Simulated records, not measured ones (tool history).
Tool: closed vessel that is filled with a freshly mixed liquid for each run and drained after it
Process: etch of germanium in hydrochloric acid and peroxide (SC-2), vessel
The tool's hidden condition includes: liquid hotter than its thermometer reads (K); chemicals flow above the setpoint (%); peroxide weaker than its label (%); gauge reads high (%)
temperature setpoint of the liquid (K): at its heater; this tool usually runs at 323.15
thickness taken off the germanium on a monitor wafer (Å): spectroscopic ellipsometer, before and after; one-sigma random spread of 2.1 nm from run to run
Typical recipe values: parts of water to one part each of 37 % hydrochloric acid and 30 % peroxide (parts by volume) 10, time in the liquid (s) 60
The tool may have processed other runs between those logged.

| run | day | temperature setpoint of the liquid (K) | parts of water to one part each of 37 % hydrochloric acid and 30 % peroxide (parts by volume) | time in the liquid (s) | wafers since the last listed run | hours since the thermometer was replaced | hours since the chemicals flow meter was replaced | hours since the drum of peroxide was connected | hours since the gauge calibration | read-back film thickness of the germanium reference wafer, read on the same gauge (nm) | thickness taken off the germanium on a monitor wafer (Å) |
|---|---|---|---|---|---|---|---|---|---|---|---|
| 1 | 0 | 330.15 | 10 | 75 | 0 | 2965.3 | 571.6 | 335.5 | 43.4 | 30.01 | 3713 |
| 2 | 0.708 | 330.15 | 10 | 75 | 2444 | 2982.3 | 588.6 | 352.5 | 60.4 | 29.98 | 3742.8 |
| 3 | 1.075 | 323.15 | 13 | 60 | 1265 | 2991.1 | 597.4 | 361.3 | 69.2 | 29.95 | 2344.5 |
| 4 | 1.775 | 323.15 | 13 | 60 | 2415 | 3007.9 | 614.2 | 378.1 | 86 | 29.99 | 2358.6 |
| 5 | 2.312 | 323.15 | 13 | 60 | 1854 | 3020.8 | 627.1 | 391 | 98.9 | 30.02 | 2305.4 |
| 6 | 2.804 | 323.15 | 10 | 40 | 1696 | 3032.6 | 638.9 | 402.8 | 110.7 | 30 | 1620.1 |
|  | 3.154 | gauge calibrated |
| 7 | 3.179 | 323.15 | 10 | 60 | 1294 | 3041.6 | 647.9 | 411.8 | 0.6 | 30.02 | 2435.8 |
| 8 | 4.125 | 323.15 | 10 | 60 | 3263 | 3064.3 | 670.6 | 434.5 | 23.3 | 30.04 | 2452 |
| 9 | 4.829 | 323.15 | 10 | 60 | 2429 | 3081.2 | 687.5 | 451.4 | 40.2 | 30.02 | 2445.8 |
| 10 | 5.317 | 323.15 | 10 | 60 | 1682 | 3092.9 | 699.2 | 463.1 | 51.9 | 30 | 2432 |
| 11 | 5.858 | 323.15 | 10 | 30 | 1869 | 3105.9 | 712.2 | 476.1 | 64.9 | 29.99 | 1215.4 |
|  | 6.038 | chemicals flow meter replaced |
|  | 6.112 | new drum of peroxide connected |
| 12 | 6.325 | 323.15 | 10 | 60 | 1322 | 3117.1 | 6.9 | 5.1 | 76.1 | 29.98 | 2421.8 |
|  | 6.392 | thermometer replaced |
| 13 | 6.825 | 329.15 | 10 | 85 | 1581 | 10.4 | 18.9 | 17.1 | 88.1 | 29.99 | 4112.8 |
| 14 | 7.225 | 316.15 | 10 | 60 | 1380 | 20 | 28.5 | 26.7 | 97.7 | 29.98 | 1914.9 |
| 15 | 7.912 | 332.15 | 5.5 | 80 | 2372 | 36.5 | 45 | 43.2 | 114.2 | 29.99 | 4373.7 |
| 16 | 8.438 | 327.15 | 14.5 | 40 | 1811 | 49.1 | 57.6 | 55.8 | 126.8 | 29.96 | 1745.9 |

Entry by entry between the runs, the difference in hidden state between the last listed run before and the first listed run after:
Between runs 6 and 7: gauge calibrated (day 3.154)
  both runs share identical hidden conditions
Between runs 11 and 12: chemicals flow meter replaced (day 6.038); new drum of peroxide connected (day 6.112)
  both runs share identical hidden conditions
Between runs 12 and 13: thermometer replaced (day 6.392)
  both runs share identical hidden conditions

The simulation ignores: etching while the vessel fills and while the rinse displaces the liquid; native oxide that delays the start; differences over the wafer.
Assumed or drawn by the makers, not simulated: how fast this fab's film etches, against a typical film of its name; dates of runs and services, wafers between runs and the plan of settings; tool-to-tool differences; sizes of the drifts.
